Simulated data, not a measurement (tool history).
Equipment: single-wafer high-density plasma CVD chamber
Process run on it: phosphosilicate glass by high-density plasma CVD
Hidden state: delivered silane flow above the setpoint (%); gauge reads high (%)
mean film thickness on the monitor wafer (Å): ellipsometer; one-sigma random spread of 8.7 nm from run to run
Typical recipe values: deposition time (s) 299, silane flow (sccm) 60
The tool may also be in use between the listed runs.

run,hour,deposition time (s),silane flow (sccm),wafers since the last listed run,hours since the silane flow controller was replaced,hours since the gauge calibration,"read-back reference wafer on the same gauge, thickness_nm",mean film thickness on the monitor wafer (Å)
1,0.0,299,60,0,3569.0,1072.0,1929.887,19128.35
2,41.6,273,52,190,3610.6,1113.6,1929.278,15137.62
3,103.5,256,54,283,3672.5,1175.5,1928.197,14778.91
4,130.3,256,54,122,3699.3,1202.3,1928.420,14926.09
5,191.5,299,53,280,3760.5,1263.5,1929.145,17062.93
6,215.9,299,53,111,3784.9,1287.9,1933.507,17064.80
7,279.9,299,53,293,3848.9,1351.9,1928.250,17016.93
8,303.9,299,60,109,3872.9,1375.9,1926.507,19334.93
9,341.6,299,60,172,3910.6,1413.6,1925.704,19165.13
10,396.0,299,60,249,3965.0,1468.0,1929.702,19427.55
11,446.4,299,60,230,4015.4,1518.4,1928.755,19451.26
12,505.0,299,60,268,4074.0,1577.0,1928.762,19239.94
13,573.3,299,60,312,4142.3,1645.3,1926.253,19417.37
14,635.2,299,57,283,4204.2,1707.2,1930.001,18468.99
15,691.5,299,57,257,4260.5,1763.5,1929.884,18552.67
16,756.7,266,60,298,4325.7,1828.7,1931.577,17337.52
17,820.9,266,60,293,4389.9,1892.9,1932.914,17428.68
# hour 848.1: gauge calibrated
18,869.0,266,60,220,4438.0,20.9,1931.241,17347.03
19,905.0,324,60,164,4474.0,56.9,1928.609,21172.91
20,976.6,299,60,327,4545.6,128.5,1932.048,19438.64
21,1020.6,299,60,201,4589.6,172.5,1931.455,19592.22
# hour 1058.3: silane flow controller replaced
22,1089.3,247,53,277,31.0,241.2,1933.093,13361.49
23,1146.3,322,60,260,88.0,298.2,1930.382,19860.68
24,1181.8,324,60,162,123.5,333.7,1929.967,20001.06
25,1242.4,327,49,277,184.1,394.3,1928.945,16433.34
26,1303.9,299,60,281,245.6,455.8,1927.233,18498.47
27,1367.6,280,68,291,309.3,519.5,1929.311,19433.34
28,1421.1,345,60,244,362.8,573.0,1925.704,21118.43
29,1448.1,256,54,123,389.8,600.0,1929.818,14100.71
30,1488.9,352,64,186,430.6,640.8,1928.820,23118.80
31,1519.7,328,67,141,461.4,671.6,1930.725,22553.40
32,1548.1,318,60,130,489.8,700.0,1930.812,19710.82
33,1581.8,275,72,154,523.5,733.7,1929.543,20209.91
34,1628.3,330,55,212,570.0,780.2,1927.647,18584.70
35,1654.4,299,60,119,596.1,806.3,1931.580,18432.26
36,1695.8,271,60,189,637.5,847.7,1929.304,16774.08
37,1759.9,262,71,293,701.6,911.8,1930.995,19108.17
38,1811.6,299,56,236,753.3,963.5,1931.712,17077.24
39,1839.7,241,71,128,781.4,991.6,1926.499,17596.81
40,1899.5,299,60,273,841.2,1051.4,1927.133,18525.44
41,1947.5,266,67,219,889.2,1099.4,1932.076,18243.81
42,1979.1,247,66,144,920.8,1131.0,1930.291,16707.72
43,2009.4,357,72,138,951.1,1161.3,1931.430,26257.60

4 ways to go on from here, each from the tool as it stands after run 43. What would each give?
A,2009.9,344,60,2,951.6,1161.8,?,?
B,2009.9,281,55,2,951.6,1161.8,?,?
C,2009.9,321,56,2,951.6,1161.8,?,?
D,2009.9,341,66,2,951.6,1161.8,?,?

run,"read-back reference wafer on the same gauge, thickness_nm",mean film thickness on the monitor wafer (Å)
A,1932.104,21134.32
B,1932.104,15825.14
C,1932.104,18406.52
D,1932.104,23045.01
With the hidden condition removed and each run's random variation left untouched, the same runs would have given:
run,mean film thickness on the monitor wafer (Å)
A,21258.49
B,15918.12
C,18514.66
D,23180.41
